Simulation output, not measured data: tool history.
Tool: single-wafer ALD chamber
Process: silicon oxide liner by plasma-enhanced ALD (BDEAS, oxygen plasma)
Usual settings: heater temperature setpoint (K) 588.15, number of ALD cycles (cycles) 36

run	hour	heater temperature setpoint (K)	number of ALD cycles (cycles)	wafers since the last listed run	hours since the last thermocouple change	hours since the gauge calibration	read-back reference wafer on the same gauge, thickness_nm	mean film thickness on the monitor wafer (Å)
1	0.0	588.15	36	0	806.7	880.0	3.521	35.69
2	25.2	588.15	36	197	831.9	905.2	3.519	35.80
3	88.9	588.15	36	498	895.6	968.9	3.520	35.82
4	130.1	588.15	36	322	936.8	1010.1	3.521	35.80
5	192.2	588.15	38	485	998.9	1072.2	3.519	37.68
6	225.7	588.15	38	262	1032.4	1105.7	3.522	37.73
7	276.2	588.15	36	395	1082.9	1156.2	3.519	35.79
# hour 331.0: gauge calibrated
8	347.0	588.15	36	553	1153.7	16.0	3.521	35.83
9	382.6	588.15	36	278	1189.3	51.6	3.519	35.67
10	415.4	588.15	36	256	1222.1	84.4	3.521	35.80
11	451.4	588.15	36	281	1258.1	120.4	3.520	35.68
12	484.0	588.15	36	255	1290.7	153.0	3.520	35.66
13	516.1	594.15	34	251	1322.8	185.1	3.522	33.37
14	586.2	580.15	31	548	1392.9	255.2	3.520	31.27
15	657.0	599.15	31	553	1463.7	326.0	3.520	30.30
16	684.9	592.15	36	218	1491.6	353.9	3.520	35.50
17	715.8	584.15	41	241	1522.5	384.8	3.522	41.01
# hour 742.6: thermocouple changed; heater temperature recalibrated
18	743.1	588.15	36	151	0.5	412.1	3.520	35.65
19	806.3	584.15	31	494	63.7	475.3	3.521	31.04
20	845.9	588.15	43	309	103.3	514.9	3.520	42.87
21	904.8	588.15	36	460	162.2	573.8	3.518	35.81
22	955.7	601.15	31	398	213.1	624.7	3.521	30.20

Forecast each of these 4 alternatives for the next run:
A	956.1	588.15	36	3	213.5	625.1	?	?
B	956.1	576.15	30	3	213.5	625.1	?	?
C	956.1	577.15	39	3	213.5	625.1	?	?
D	956.1	588.15	41	3	213.5	625.1	?	?

run	read-back reference wafer on the same gauge, thickness_nm	mean film thickness on the monitor wafer (Å)
A	3.521	35.80
B	3.521	30.28
C	3.521	39.32
D	3.521	40.77
Without the tool's hidden state the same runs would have given:
run	mean film thickness on the monitor wafer (Å)
A	35.80
B	30.28
C	39.32
D	40.77
